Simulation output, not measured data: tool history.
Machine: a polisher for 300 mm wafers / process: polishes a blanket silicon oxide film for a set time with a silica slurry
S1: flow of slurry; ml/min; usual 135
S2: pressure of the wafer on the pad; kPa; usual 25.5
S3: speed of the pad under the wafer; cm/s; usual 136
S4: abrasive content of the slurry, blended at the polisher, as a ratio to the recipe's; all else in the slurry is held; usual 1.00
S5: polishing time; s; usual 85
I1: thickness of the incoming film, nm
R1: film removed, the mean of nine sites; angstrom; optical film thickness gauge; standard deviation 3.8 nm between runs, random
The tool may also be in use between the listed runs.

run 1 day=0.000 | S1=155 S2=25.5 S3=136 S4=1.00 S5=85 | I1=1711.8 | R1=2632
run 2 day=1.871 | S1=135 S2=22.8 S3=136 S4=1.00 S5=85 | I1=1715.6 | R1=2270
run 3 day=4.142 | S1=135 S2=22.8 S3=136 S4=1.00 S5=85 | I1=1702.5 | R1=2277
-- day=4.525 slurry blender recalibrated
-- day=5.325 worn pad replaced by a new one
-- day=7.833 conditioning disc replaced and pad reconditioned
run 4 day=8.529 | S1=135 S2=25.5 S3=136 S4=1.00 S5=85 | I1=1714.3 | R1=2499
run 5 day=10.258 | S1=135 S2=25.5 S3=136 S4=1.15 S5=85 | I1=1747.0 | R1=2525
run 6 day=11.329 | S1=135 S2=25.5 S3=136 S4=1.25 S5=67 | I1=1708.5 | R1=2107
run 7 day=13.250 | S1=135 S2=25.5 S3=136 S4=1.00 S5=85 | I1=1731.6 | R1=2431
run 8 day=17.342 | S1=135 S2=25.5 S3=158 S4=1.00 S5=85 | I1=1717.3 | R1=2749
run 9 day=19.058 | S1=135 S2=25.5 S3=136 S4=1.00 S5=111 | I1=1701.8 | R1=3108
-- day=20.221 slurry blender recalibrated
-- day=20.983 worn pad replaced by a new one
run 10 day=21.046 | S1=160 S2=33.8 S3=150 S4=1.20 S5=85 | I1=1701.6 | R1=3618
run 11 day=23.912 | S1=135 S2=25.5 S3=136 S4=1.00 S5=85 | I1=1737.0 | R1=2368
-- day=26.367 conditioning disc replaced and pad reconditioned
run 12 day=26.388 | S1=135 S2=25.5 S3=136 S4=1.00 S5=85 | I1=1701.7 | R1=2334
-- day=27.279 head pressure recalibrated
run 13 day=28.758 | S1=135 S2=25.5 S3=120 S4=1.00 S5=85 | I1=1727.5 | R1=2487
run 14 day=31.283 | S1=165 S2=17.9 S3=136 S4=0.90 S5=77 | I1=1727.8 | R1=1862
-- day=33.083 slurry nozzle cleaned
run 15 day=33.329 | S1=135 S2=32.4 S3=136 S4=1.25 S5=85 | I1=1728.4 | R1=3697
-- day=35.679 slurry blender recalibrated
run 16 day=35.750 | S1=135 S2=31.0 S3=160 S4=0.80 S5=73 | I1=1736.1 | R1=2875
-- day=36.846 worn pad replaced by a new one
run 17 day=37.729 | S1=135 S2=25.5 S3=170 S4=1.00 S5=85 | I1=1719.9 | R1=3280
run 18 day=40.388 | S1=135 S2=25.5 S3=114 S4=1.00 S5=85 | I1=1720.3 | R1=2389

Estimate the outcome of run 19 from the log above:
run 19 day=41.496 | S1=135 S2=25.5 S3=136 S4=1.00 S5=85 | I1=1723.7 | R1=?

R1: 2669 angstrom
With the hidden condition absent and the run-to-run variation left alone, this run would have shown R1 2685 angstrom.

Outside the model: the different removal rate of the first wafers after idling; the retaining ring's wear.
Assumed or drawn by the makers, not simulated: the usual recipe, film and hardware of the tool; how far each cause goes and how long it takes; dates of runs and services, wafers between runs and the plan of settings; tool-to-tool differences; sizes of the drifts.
